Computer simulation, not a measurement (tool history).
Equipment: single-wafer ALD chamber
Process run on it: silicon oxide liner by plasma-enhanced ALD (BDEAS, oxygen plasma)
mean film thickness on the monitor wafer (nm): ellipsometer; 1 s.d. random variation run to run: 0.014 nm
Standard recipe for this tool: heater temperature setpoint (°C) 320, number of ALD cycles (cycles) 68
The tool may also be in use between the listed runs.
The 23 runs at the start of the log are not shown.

run,hour,heater temperature setpoint (°C),number of ALD cycles (cycles),wafers since the last listed run,hours since the last thermocouple change,hours since the gauge calibration,"read-back reference wafer on the same gauge, thickness_nm",mean film thickness on the monitor wafer (nm)
24,1218.8,320,68,320,1674.9,59.5,5.159,5.716
25,1290.7,324,58,524,1746.8,131.4,5.160,4.827
26,1335.4,312,68,326,1791.5,176.1,5.161,5.796
27,1406.3,307,75,517,1862.4,247.0,5.159,6.422
28,1435.1,320,68,210,1891.2,275.8,5.160,5.720
29,1488.7,308,73,390,1944.8,329.4,5.159,6.258
30,1540.8,313,68,380,1996.9,381.5,5.160,5.766
31,1584.7,307,80,320,2040.8,425.4,5.161,6.855
# hour 1641.3: thermocouple changed; heater temperature recalibrated
32,1650.2,320,68,419,8.9,490.9,5.160,5.737
33,1700.4,315,68,366,59.1,541.1,5.160,5.800
34,1734.0,316,61,245,92.7,574.7,5.163,5.168
35,1793.3,320,68,432,152.0,634.0,5.159,5.709
36,1865.1,308,72,523,223.8,705.8,5.158,6.163
37,1919.1,308,77,393,277.8,759.8,5.160,6.623
38,1955.5,334,60,265,314.2,796.2,5.158,4.933
39,2000.5,320,81,328,359.2,841.2,5.162,6.839
40,2025.5,306,60,182,384.2,866.2,5.164,5.172
41,2085.5,320,80,437,444.2,926.2,5.162,6.749
42,2119.7,308,58,249,478.4,960.4,5.160,4.945
43,2144.9,320,68,183,503.6,985.6,5.156,5.700
44,2172.5,320,68,201,531.2,1013.2,5.159,5.709
45,2232.1,320,68,434,590.8,1072.8,5.161,5.710
46,2301.4,320,68,505,660.1,1142.1,5.160,5.718

Here are 5 independent what-if runs from the current tool condition. What would each one return?
A,2301.9,320,56,3,660.6,1142.6,?,?
B,2301.9,333,79,3,660.6,1142.6,?,?
C,2301.9,331,68,3,660.6,1142.6,?,?
D,2301.9,313,63,3,660.6,1142.6,?,?
E,2301.9,313,81,3,660.6,1142.6,?,?

run,"read-back reference wafer on the same gauge, thickness_nm",mean film thickness on the monitor wafer (nm)
A,5.161,4.722
B,5.161,6.519
C,5.161,5.630
D,5.161,5.374
E,5.161,6.910
Had the tool no hidden state, the same runs would have come out as:
run,mean film thickness on the monitor wafer (nm)
A,4.754
B,6.564
C,5.669
D,5.410
E,6.956
